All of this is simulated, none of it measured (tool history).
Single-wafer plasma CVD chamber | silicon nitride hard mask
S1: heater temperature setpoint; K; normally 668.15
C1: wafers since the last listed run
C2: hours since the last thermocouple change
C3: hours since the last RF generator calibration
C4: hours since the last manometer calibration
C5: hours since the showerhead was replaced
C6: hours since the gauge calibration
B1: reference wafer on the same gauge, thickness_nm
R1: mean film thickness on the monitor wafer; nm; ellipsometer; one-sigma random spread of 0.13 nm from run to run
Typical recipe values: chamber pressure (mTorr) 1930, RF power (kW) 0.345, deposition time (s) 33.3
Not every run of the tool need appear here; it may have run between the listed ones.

{"run": 1, "day": 0.0, "S1": 668.15, "chamber pressure (mTorr)": 1930, "RF power (kW)": 0.32, "deposition time (s)": 33.3, "C1": 0, "C2": 1550, "C3": 1842.7, "C4": 2126.1, "C5": 2814, "C6": 435.9, "B1": 39.917, "R1": 39.701}
{"run": 2, "day": 1.075, "S1": 668.15, "chamber pressure (mTorr)": 1930, "RF power (kW)": 0.32, "deposition time (s)": 33.3, "C1": 566, "C2": 1575.8, "C3": 1868.5, "C4": 2151.9, "C5": 2839.8, "C6": 461.7, "B1": 39.88, "R1": 39.692}
{"run": 3, "day": 1.675, "S1": 668.15, "chamber pressure (mTorr)": 1930, "RF power (kW)": 0.345, "deposition time (s)": 33.3, "C1": 316, "C2": 1590.2, "C3": 1882.9, "C4": 2166.3, "C5": 2854.2, "C6": 476.1, "B1": 39.939, "R1": 42.044}
{"run": 4, "day": 2.204, "S1": 668.15, "chamber pressure (mTorr)": 1930, "RF power (kW)": 0.345, "deposition time (s)": 33.3, "C1": 279, "C2": 1602.9, "C3": 1895.6, "C4": 2179, "C5": 2866.9, "C6": 488.8, "B1": 39.886, "R1": 42.027}
{"run": 5, "day": 3.312, "S1": 668.15, "chamber pressure (mTorr)": 1930, "RF power (kW)": 0.345, "deposition time (s)": 33.3, "C1": 584, "C2": 1629.5, "C3": 1922.2, "C4": 2205.6, "C5": 2893.5, "C6": 515.4, "B1": 39.924, "R1": 42.092}
{"run": 6, "day": 4.371, "S1": 668.15, "chamber pressure (mTorr)": 2150, "RF power (kW)": 0.345, "deposition time (s)": 33.3, "C1": 558, "C2": 1654.9, "C3": 1947.6, "C4": 2231, "C5": 2918.9, "C6": 540.8, "B1": 39.91, "R1": 43.23}
{"run": 7, "day": 5.371, "S1": 668.15, "chamber pressure (mTorr)": 1930, "RF power (kW)": 0.345, "deposition time (s)": 33.3, "C1": 527, "C2": 1678.9, "C3": 1971.6, "C4": 2255, "C5": 2942.9, "C6": 564.8, "B1": 39.925, "R1": 42.004}
{"day": 6.212, "done": "showerhead replaced"}
{"run": 8, "day": 6.783, "S1": 668.15, "chamber pressure (mTorr)": 1930, "RF power (kW)": 0.345, "deposition time (s)": 33.3, "C1": 569, "C2": 1712.8, "C3": 2005.5, "C4": 2288.9, "C5": 13.7, "C6": 598.7, "B1": 39.912, "R1": 42.026}
{"run": 9, "day": 8.1, "S1": 668.15, "chamber pressure (mTorr)": 1930, "RF power (kW)": 0.345, "deposition time (s)": 33.3, "C1": 694, "C2": 1744.4, "C3": 2037.1, "C4": 2320.5, "C5": 45.3, "C6": 630.3, "B1": 39.836, "R1": 41.675}
{"run": 10, "day": 9.183, "S1": 668.15, "chamber pressure (mTorr)": 1930, "RF power (kW)": 0.345, "deposition time (s)": 33.3, "C1": 571, "C2": 1770.4, "C3": 2063.1, "C4": 2346.5, "C5": 71.3, "C6": 656.3, "B1": 39.906, "R1": 41.802}
{"run": 11, "day": 10.262, "S1": 668.15, "chamber pressure (mTorr)": 1930, "RF power (kW)": 0.345, "deposition time (s)": 33.3, "C1": 569, "C2": 1796.3, "C3": 2089, "C4": 2372.4, "C5": 97.2, "C6": 682.2, "B1": 39.942, "R1": 41.961}
{"run": 12, "day": 11.496, "S1": 668.15, "chamber pressure (mTorr)": 1930, "RF power (kW)": 0.345, "deposition time (s)": 33.3, "C1": 650, "C2": 1825.9, "C3": 2118.6, "C4": 2402, "C5": 126.8, "C6": 711.8, "B1": 39.901, "R1": 41.803}
{"day": 11.833, "done": "RF generator calibrated"}
{"day": 12.092, "done": "gauge calibrated"}
{"run": 13, "day": 12.433, "S1": 668.15, "chamber pressure (mTorr)": 1930, "RF power (kW)": 0.345, "deposition time (s)": 33.3, "C1": 318, "C2": 1848.4, "C3": 14.4, "C4": 2424.5, "C5": 149.3, "C6": 8.2, "B1": 39.844, "R1": 43.846}
{"day": 13.667, "done": "thermocouple changed; heater temperature recalibrated"}
{"run": 14, "day": 13.767, "S1": 673.15, "chamber pressure (mTorr)": 1930, "RF power (kW)": 0.345, "deposition time (s)": 39.1, "C1": 527, "C2": 2.4, "C3": 46.4, "C4": 2456.5, "C5": 181.3, "C6": 40.2, "B1": 39.91, "R1": 51.231}
{"run": 15, "day": 14.458, "S1": 668.15, "chamber pressure (mTorr)": 1930, "RF power (kW)": 0.305, "deposition time (s)": 36.2, "C1": 364, "C2": 19, "C3": 63, "C4": 2473.1, "C5": 197.9, "C6": 56.8, "B1": 39.905, "R1": 43.1}
{"day": 15.071, "done": "capacitance manometer re-zeroed and calibrated"}
{"run": 16, "day": 15.233, "S1": 668.15, "chamber pressure (mTorr)": 1780, "RF power (kW)": 0.345, "deposition time (s)": 28, "C1": 232, "C2": 37.6, "C3": 81.6, "C4": 3.9, "C5": 216.5, "C6": 75.4, "B1": 39.94, "R1": 35.905}
{"run": 17, "day": 16.421, "S1": 672.15, "chamber pressure (mTorr)": 1930, "RF power (kW)": 0.375, "deposition time (s)": 35.3, "C1": 626, "C2": 66.1, "C3": 110.1, "C4": 32.4, "C5": 245, "C6": 103.9, "B1": 39.91, "R1": 49.027}
{"run": 18, "day": 16.938, "S1": 653.15, "chamber pressure (mTorr)": 2240, "RF power (kW)": 0.345, "deposition time (s)": 33.3, "C1": 272, "C2": 78.5, "C3": 122.5, "C4": 44.8, "C5": 257.4, "C6": 116.3, "B1": 39.918, "R1": 45.646}
{"run": 19, "day": 17.812, "S1": 682.15, "chamber pressure (mTorr)": 1930, "RF power (kW)": 0.345, "deposition time (s)": 27.5, "C1": 461, "C2": 99.5, "C3": 143.5, "C4": 65.8, "C5": 278.4, "C6": 137.3, "B1": 39.941, "R1": 35.713}
{"run": 20, "day": 18.371, "S1": 668.15, "chamber pressure (mTorr)": 1930, "RF power (kW)": 0.345, "deposition time (s)": 26.9, "C1": 294, "C2": 112.9, "C3": 156.9, "C4": 79.2, "C5": 291.8, "C6": 150.7, "B1": 39.93, "R1": 35.245}
{"run": 21, "day": 19.438, "S1": 668.15, "chamber pressure (mTorr)": 1750, "RF power (kW)": 0.37, "deposition time (s)": 37.8, "C1": 562, "C2": 138.5, "C3": 182.5, "C4": 104.8, "C5": 317.4, "C6": 176.3, "B1": 39.882, "R1": 50.802}
{"run": 22, "day": 20.717, "S1": 679.15, "chamber pressure (mTorr)": 1930, "RF power (kW)": 0.4, "deposition time (s)": 37.5, "C1": 674, "C2": 169.2, "C3": 213.2, "C4": 135.5, "C5": 348.1, "C6": 207, "B1": 39.883, "R1": 54.078}
{"run": 23, "day": 21.288, "S1": 673.15, "chamber pressure (mTorr)": 1930, "RF power (kW)": 0.345, "deposition time (s)": 29.5, "C1": 301, "C2": 182.9, "C3": 226.9, "C4": 149.2, "C5": 361.8, "C6": 220.7, "B1": 39.868, "R1": 38.476}
{"run": 24, "day": 22.421, "S1": 668.15, "chamber pressure (mTorr)": 1930, "RF power (kW)": 0.345, "deposition time (s)": 33.3, "C1": 597, "C2": 210.1, "C3": 254.1, "C4": 176.4, "C5": 389, "C6": 247.9, "B1": 39.892, "R1": 43.526}
{"run": 25, "day": 23.592, "S1": 675.15, "chamber pressure (mTorr)": 1930, "RF power (kW)": 0.345, "deposition time (s)": 33.3, "C1": 617, "C2": 238.2, "C3": 282.2, "C4": 204.5, "C5": 417.1, "C6": 276, "B1": 39.886, "R1": 43.525}
{"run": 26, "day": 24.533, "S1": 683.15, "chamber pressure (mTorr)": 1930, "RF power (kW)": 0.345, "deposition time (s)": 33.3, "C1": 496, "C2": 260.8, "C3": 304.8, "C4": 227.1, "C5": 439.7, "C6": 298.6, "B1": 39.846, "R1": 43.2}
{"run": 27, "day": 25.125, "S1": 668.15, "chamber pressure (mTorr)": 1930, "RF power (kW)": 0.345, "deposition time (s)": 33.3, "C1": 311, "C2": 275, "C3": 319, "C4": 241.3, "C5": 453.9, "C6": 312.8, "B1": 39.855, "R1": 43.551}
{"run": 28, "day": 25.688, "S1": 668.15, "chamber pressure (mTorr)": 1930, "RF power (kW)": 0.315, "deposition time (s)": 33.3, "C1": 296, "C2": 288.5, "C3": 332.5, "C4": 254.8, "C5": 467.4, "C6": 326.3, "B1": 39.895, "R1": 40.312}
{"run": 29, "day": 26.621, "S1": 678.15, "chamber pressure (mTorr)": 1930, "RF power (kW)": 0.345, "deposition time (s)": 33.3, "C1": 492, "C2": 310.9, "C3": 354.9, "C4": 277.2, "C5": 489.8, "C6": 348.7, "B1": 39.911, "R1": 43.302}
{"run": 30, "day": 27.512, "S1": 674.15, "chamber pressure (mTorr)": 1460, "RF power (kW)": 0.325, "deposition time (s)": 28.1, "C1": 470, "C2": 332.3, "C3": 376.3, "C4": 298.6, "C5": 511.2, "C6": 370.1, "B1": 39.877, "R1": 32.442}

Measured minus without-hidden-state, run by run (identical run-to-run variation in each term; gauge scatter may differ):
Hidden conditions of the tool in this case: wafer temperature above the value expected at the setpoint (K); delivered RF power above the setpoint (%); true pressure above the setpoint (%); gauge reads high (%).
run=1 R1=-1.582
run=2 R1=-1.605
run=3 R1=-1.647
run=4 R1=-1.659
run=5 R1=-1.687
run=6 R1=-1.756
run=7 R1=-1.729
run=8 R1=-1.762
run=9 R1=-1.777
run=10 R1=-1.807
run=11 R1=-1.838
run=12 R1=-1.859
run=13 R1=-0.017
run=14 R1=-0.051
run=15 R1=-0.061
run=16 R1=-0.06
run=17 R1=-0.11
run=18 R1=-0.113
run=19 R1=-0.103
run=20 R1=-0.111
run=21 R1=-0.185
run=22 R1=-0.212
run=23 R1=-0.173
run=24 R1=-0.219
run=25 R1=-0.243
run=26 R1=-0.261
run=27 R1=-0.275
run=28 R1=-0.277
run=29 R1=-0.304
run=30 R1=-0.253
